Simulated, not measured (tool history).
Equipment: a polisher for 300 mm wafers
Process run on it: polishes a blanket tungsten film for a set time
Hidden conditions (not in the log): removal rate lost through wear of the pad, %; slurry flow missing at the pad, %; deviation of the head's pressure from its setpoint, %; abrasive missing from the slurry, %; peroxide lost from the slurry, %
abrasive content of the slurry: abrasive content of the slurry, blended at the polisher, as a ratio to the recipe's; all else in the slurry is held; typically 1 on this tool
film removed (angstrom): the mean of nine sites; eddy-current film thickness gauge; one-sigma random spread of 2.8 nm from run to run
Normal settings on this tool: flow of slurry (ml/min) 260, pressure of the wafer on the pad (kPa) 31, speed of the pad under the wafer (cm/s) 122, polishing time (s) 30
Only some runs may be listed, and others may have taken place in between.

run	day	flow of slurry (ml/min)	pressure of the wafer on the pad (kPa)	speed of the pad under the wafer (cm/s)	abrasive content of the slurry	polishing time (s)	wafers since the last listed run	wafers polished on this pad	hours since the slurry nozzle was cleaned	hours since the head pressure was calibrated	hours since the slurry blender was calibrated	hours since the slurry got fresh peroxide	incoming thickness of the incoming film, nm	film removed (angstrom)
1	0	260	31	122	1	30	0	5457	354.3	625.8	34.4	322.1	1295.8	2097
2	1.867	285	31	122	1	30	729	6187	399.1	670.6	79.2	366.9	1286.3	2170
# day 3.975: head pressure recalibrated
3	5.4	285	31	122	1	30	1348	7535	483.9	34.2	164	451.7	1260.3	2058
4	9.3	285	31	122	1	30	1524	9060	577.5	127.8	257.6	545.3	1291.7	2085
# day 9.667: slurry tank refilled with fresh slurry and peroxide
# day 9.738: worn pad replaced by a new one
5	12.862	260	31	122	1	30	1348	1221	663	213.3	343.1	76.7	1277.6	2036
6	14.754	260	31	122	1	30	739	1961	708.4	258.7	388.5	122.1	1281.2	2058
# day 16.629: slurry nozzle cleaned
7	18.771	290	20.7	122	1	30	1554	3515	51.4	355.1	484.9	218.5	1287.9	1383
8	20.45	285	31	122	1.15	30	656	4172	91.7	395.4	525.2	258.8	1279.9	2135
# day 22.35: slurry blender recalibrated
9	26.329	260	31	122	1.2	30	2266	6438	232.8	536.5	95.5	399.9	1265.9	2259
10	28.454	230	31	96	0.85	38	830	7269	283.8	587.5	146.5	450.9	1284.2	2061
11	30.408	305	22.1	122	1.25	30	764	8033	330.7	634.4	193.4	497.8	1288.5	1681
12	32.392	215	31	160	1	21	775	8808	378.3	682	241	545.4	1264.1	1975
# day 32.517: slurry tank refilled with fresh slurry and peroxide
13	34.246	325	31	122	1.1	36	708	9517	422.8	726.5	285.5	41.5	1280.2	2720
# day 35.875: worn pad replaced by a new one
# day 36.238: head pressure recalibrated
14	37.367	170	31	122	1.2	30	1122	550	497.7	27.1	360.4	116.4	1281	1938
15	41.717	260	31	138	1	40	1700	2251	602.1	131.5	464.8	220.8	1278.4	3047
16	44.296	260	36.5	150	0.75	37	1008	3259	664	193.4	526.7	282.7	1271.7	3327
17	47.212	285	31	122	1	30	1140	4399	734	263.4	596.7	352.7	1287.9	1943
# day 48.954: slurry blender recalibrated
18	51.571	260	31	140	1.25	30	1671	6071	838.6	368	62.8	457.3	1282	2546
# day 51.725: slurry nozzle cleaned
19	55.767	260	31	122	1	30	1624	7695	97	468.7	163.5	558	1295.6	2094
20	59.171	260	31	122	1	24	1330	9026	178.7	550.4	245.2	639.7	1286.6	1681
# day 59.304: slurry tank refilled with fresh slurry and peroxide
# day 62.975: worn pad replaced by a new one
21	62.996	260	31	122	1.3	30	1414	8	270.5	642.2	337	88.6	1291.6	2313
# day 63.371: head pressure recalibrated
22	67.162	215	31	122	1	30	1596	1604	370.5	91	437	188.6	1296.9	1901
23	70.558	185	31	122	0.85	30	1327	2932	452	172.5	518.5	270.1	1284.8	1827
# day 72.258: slurry blender recalibrated
24	72.65	285	31	122	1	30	785	3717	502.2	222.7	9.4	320.3	1305.1	2115
25	76.533	260	24.1	144	1.2	34	1518	5235	595.4	315.9	102.6	413.5	1270	2285
26	79.292	260	31	122	1	30	1078	6314	661.6	382.1	168.8	479.7	1284.7	2038
# day 81.733: slurry tank refilled with fresh slurry and peroxide
27	81.754	260	31	122	1	30	946	7260	720.7	441.2	227.9	0.5	1266.7	2120

Each row is a separate what-if for the run after 27, all from the same tool condition, not one after another. Results?
A	81.771	260	31	122	1	30	6	7267	721.1	441.6	228.3	0.9	1280.6	?
B	81.771	185	31	122	1	30	6	7267	721.1	441.6	228.3	0.9	1280.6	?
C	81.771	260	41.4	86	1	30	6	7267	721.1	441.6	228.3	0.9	1280.6	?

run	film removed (angstrom)
A	2137
B	2039
C	2008
Had the tool no hidden state, the same runs would have come out as:
run	film removed (angstrom)
A	2067
B	1972
C	1943
